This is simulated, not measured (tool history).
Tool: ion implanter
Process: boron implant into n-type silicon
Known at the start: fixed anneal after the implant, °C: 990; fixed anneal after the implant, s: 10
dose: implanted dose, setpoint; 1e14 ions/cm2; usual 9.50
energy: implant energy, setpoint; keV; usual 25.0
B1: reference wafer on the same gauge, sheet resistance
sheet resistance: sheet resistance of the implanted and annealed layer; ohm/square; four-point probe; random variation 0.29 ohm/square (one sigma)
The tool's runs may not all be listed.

{"run": 1, "hour": 0.0, "dose": 9.5, "energy": 25.0, "B1": 118.87, "sheet resistance": 133.81}
{"run": 2, "hour": 24.5, "dose": 9.5, "energy": 30.0, "B1": 119.02, "sheet resistance": 133.06}
{"run": 3, "hour": 51.4, "dose": 9.5, "energy": 30.0, "B1": 119.01, "sheet resistance": 132.94}
{"run": 4, "hour": 68.5, "dose": 10.53, "energy": 19.5, "B1": 119.09, "sheet resistance": 126.9}
{"run": 5, "hour": 84.1, "dose": 10.53, "energy": 19.5, "B1": 119.05, "sheet resistance": 126.8}
{"run": 6, "hour": 110.8, "dose": 9.5, "energy": 25.0, "B1": 118.95, "sheet resistance": 135.14}
{"run": 7, "hour": 135.4, "dose": 9.5, "energy": 25.0, "B1": 119.08, "sheet resistance": 135.27}
{"run": 8, "hour": 163.2, "dose": 9.5, "energy": 25.0, "B1": 118.93, "sheet resistance": 135.28}
{"hour": 174.3, "done": "Faraday cup replaced and dose calibrated"}
{"hour": 174.5, "done": "gauge calibrated"}
{"hour": 183.1, "done": "extraction supply calibrated"}
{"run": 9, "hour": 249.1, "dose": 9.5, "energy": 25.0, "B1": 118.98, "sheet resistance": 127.76}
{"run": 10, "hour": 264.1, "dose": 11.19, "energy": 25.0, "B1": 119.01, "sheet resistance": 112.36}
{"run": 11, "hour": 283.7, "dose": 10.96, "energy": 28.0, "B1": 118.95, "sheet resistance": 113.53}
{"run": 12, "hour": 315.4, "dose": 7.36, "energy": 25.0, "B1": 119.02, "sheet resistance": 157.68}
{"run": 13, "hour": 334.2, "dose": 9.5, "energy": 25.0, "B1": 119.08, "sheet resistance": 127.37}
{"run": 14, "hour": 352.4, "dose": 8.46, "energy": 25.0, "B1": 119.07, "sheet resistance": 139.95}
{"run": 15, "hour": 381.9, "dose": 8.75, "energy": 31.0, "B1": 118.93, "sheet resistance": 135.2}
{"run": 16, "hour": 414.6, "dose": 8.78, "energy": 31.0, "B1": 119.02, "sheet resistance": 134.36}
{"run": 17, "hour": 447.2, "dose": 8.63, "energy": 18.0, "B1": 119.09, "sheet resistance": 141.89}
{"run": 18, "hour": 480.1, "dose": 7.36, "energy": 25.0, "B1": 119.04, "sheet resistance": 157.49}

Measured less the same run without the tool's hidden state. The same run-to-run variation is in both; the gauge's scatter may not be:
The hidden state here: deviation of the true dose from the Faraday cup's reading, %; deviation of the true energy from its setpoint, %; gauge reads high (%).
run=1 sheet_resistance=+6.07
run=2 sheet_resistance=+6.24
run=3 sheet_resistance=+6.41
run=4 sheet_resistance=+5.76
run=5 sheet_resistance=+5.85
run=6 sheet_resistance=+6.90
run=7 sheet_resistance=+7.08
run=8 sheet_resistance=+7.28
run=9 sheet_resistance=-0.36
run=10 sheet_resistance=-0.29
run=11 sheet_resistance=-0.29
run=12 sheet_resistance=-0.42
run=13 sheet_resistance=-0.32
run=14 sheet_resistance=-0.35
run=15 sheet_resistance=-0.31
run=16 sheet_resistance=-0.28
run=17 sheet_resistance=-0.26
run=18 sheet_resistance=-0.26

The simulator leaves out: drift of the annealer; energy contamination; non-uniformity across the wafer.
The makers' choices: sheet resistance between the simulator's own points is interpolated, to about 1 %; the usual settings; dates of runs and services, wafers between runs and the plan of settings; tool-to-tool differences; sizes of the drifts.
